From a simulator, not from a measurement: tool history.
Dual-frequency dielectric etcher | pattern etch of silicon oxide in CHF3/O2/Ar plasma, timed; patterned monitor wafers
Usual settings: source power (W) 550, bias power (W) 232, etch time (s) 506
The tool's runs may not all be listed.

| run | hour | source power (W) | bias power (W) | etch time (s) | read-back reference wafer on the same gauge, depth_nm | mean etch depth across the wafer (Å) |
|---|---|---|---|---|---|---|
| 1 | 0 | 550 | 232 | 506 | 1209.9 | 10617 |
|  | 32.1 | wet clean of the chamber |
| 2 | 55.7 | 550 | 232 | 506 | 1210.2 | 10758 |
| 3 | 131.8 | 550 | 232 | 506 | 1210 | 10730 |
| 4 | 214.3 | 550 | 232 | 506 | 1209.4 | 10655 |
| 5 | 275.1 | 550 | 232 | 506 | 1209.9 | 10634 |
| 6 | 358.4 | 550 | 232 | 506 | 1210.3 | 10614 |
|  | 429.1 | wet clean of the chamber |
| 7 | 429.6 | 550 | 232 | 506 | 1209.4 | 10737 |
|  | 465.2 | source power generator calibrated |
| 8 | 497.1 | 640 | 184 | 563 | 1211.1 | 11500 |
| 9 | 545.5 | 550 | 232 | 506 | 1210.2 | 10879 |

Run 10 comes next. What will it give?
| 10 | 650.7 | 550 | 205 | 506 | ? | ? |

Run 10 gave read-back reference wafer on the same gauge, depth_nm 1210.2, mean etch depth across the wafer (Å) 10254.
Without the tool's hidden state the same run would have given mean etch depth across the wafer (Å) 10336.
